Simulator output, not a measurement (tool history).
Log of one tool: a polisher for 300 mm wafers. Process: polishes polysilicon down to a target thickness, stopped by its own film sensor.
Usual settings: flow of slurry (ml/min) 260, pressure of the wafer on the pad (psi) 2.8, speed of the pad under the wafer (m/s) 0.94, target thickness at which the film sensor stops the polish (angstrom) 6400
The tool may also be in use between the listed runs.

run	hour	flow of slurry (ml/min)	pressure of the wafer on the pad (psi)	speed of the pad under the wafer (m/s)	target thickness at which the film sensor stops the polish (angstrom)	wafers since the last listed run	wafers polished on this pad	hours since the slurry nozzle was cleaned	hours since the head pressure was calibrated	incoming thickness of the incoming film, nm	time until the film sensor stopped the polish (s)
1	0	260	2.8	0.94	6400	0	1454	263.3	1007.9	1313.6	130.5
2	24.1	260	2.8	0.94	6400	359	1814	287.4	1032	1313.6	133.5
3	39.3	315	2.8	0.94	6400	226	2041	302.6	1047.2	1342	139.1
# hour 75.7: worn pad replaced by a new one
4	97.2	315	2.8	0.94	6400	804	320	360.5	1105.1	1307.6	118
5	111.7	260	2.8	0.94	6400	216	537	375	1119.6	1312.5	124.2
6	144.2	260	2.8	0.94	6400	484	1022	407.5	1152.1	1316.6	129.8
7	174.9	260	2.3	0.94	6400	458	1480	438.2	1182.8	1337.3	166.8
# hour 187.9: slurry nozzle cleaned
8	190.6	260	2.8	0.94	6400	219	1699	2.7	1198.5	1331.4	137.8
# hour 207.9: worn pad replaced by a new one
9	223.6	260	2.8	0.94	6400	432	234	35.7	1231.5	1322	127.6
10	250.4	260	2.8	0.94	6400	399	634	62.5	1258.3	1353	136.9
11	311.7	260	2.8	0.94	6400	914	1548	123.8	1319.6	1342.9	146
12	340.4	260	2.8	0.94	6400	428	1977	152.5	1348.3	1337.1	148.2
# hour 373.6: worn pad replaced by a new one
13	374.1	260	2.8	0.94	6400	443	7	186.2	1382	1345.3	133
14	384.3	260	2.8	0.94	6400	152	159	196.4	1392.2	1305.2	128.7
15	410.7	175	2.8	1.14	4310	393	553	222.8	1418.6	1330.4	148.1
16	435	260	2.8	0.94	6400	362	916	247.1	1442.9	1348.1	143.1
# hour 447.7: head pressure recalibrated
17	454.5	325	1.9	0.64	4240	261	1177	266.6	6.8	1323.3	335.7
18	472.1	260	2.5	0.94	6400	262	1440	284.2	24.4	1327.3	138.4
19	487.6	260	3.6	0.94	6400	231	1671	299.7	39.9	1323.3	99.1
20	512.4	260	2.8	0.94	6400	370	2041	324.5	64.7	1323	126.6
# hour 526.5: worn pad replaced by a new one
21	542.5	345	2.8	1.24	6400	389	238	354.6	94.8	1335.4	87.8
22	572.6	215	3.6	0.64	6400	449	687	384.7	124.9	1315.4	137.1
# hour 577.5: slurry nozzle cleaned
23	607.5	260	2.8	0.72	6400	505	1193	30	159.8	1344.9	166.9
24	627.6	260	2.8	0.94	6400	299	1493	50.1	179.9	1308.2	125.5
25	655.3	215	2.2	0.68	6400	413	1906	77.8	207.6	1339.6	235.4
26	672	330	2.8	0.94	4350	249	2156	94.5	224.3	1338.7	167.1
# hour 681.8: worn pad replaced by a new one
27	701.9	225	3.3	0.94	6400	386	300	124.4	254.2	1327.9	101.7
28	733.9	260	2.8	0.94	6400	477	777	156.4	286.2	1335.9	121.5
29	765.8	260	2.8	0.94	6400	475	1253	188.3	318.1	1312.6	121.4

The tool's hidden state at each run:
slurry flow missing at the pad, %: 0 in every run
H1: removal rate lost through wear of the pad, %
H2: deviation of the head's pressure from its setpoint, %
run	H1	H2
1	8.56	-7.13
2	10.5	-7.43
3	11.6	-7.63
4	1.89	-8.39
5	3.03	-8.59
6	5.57	-9.05
7	7.98	-9.49
8	9.21	-9.72
9	3.1	-10.2
10	5.2	-10.6
11	10	-11.6
12	12.3	-12.1
13	0.276	-12.6
14	1.08	-12.8
15	3.14	-13.3
16	5.05	-13.7
17	6.58	-0.61
18	7.95	-0.614
19	9.17	-0.62
20	11.1	-0.636
21	3.13	-0.665
22	5.48	-0.706
23	8.22	-0.768
24	9.79	-0.81
25	12	-0.876
26	13.3	-0.921
27	3.85	-1.01
28	6.36	-1.12
29	8.86	-1.23
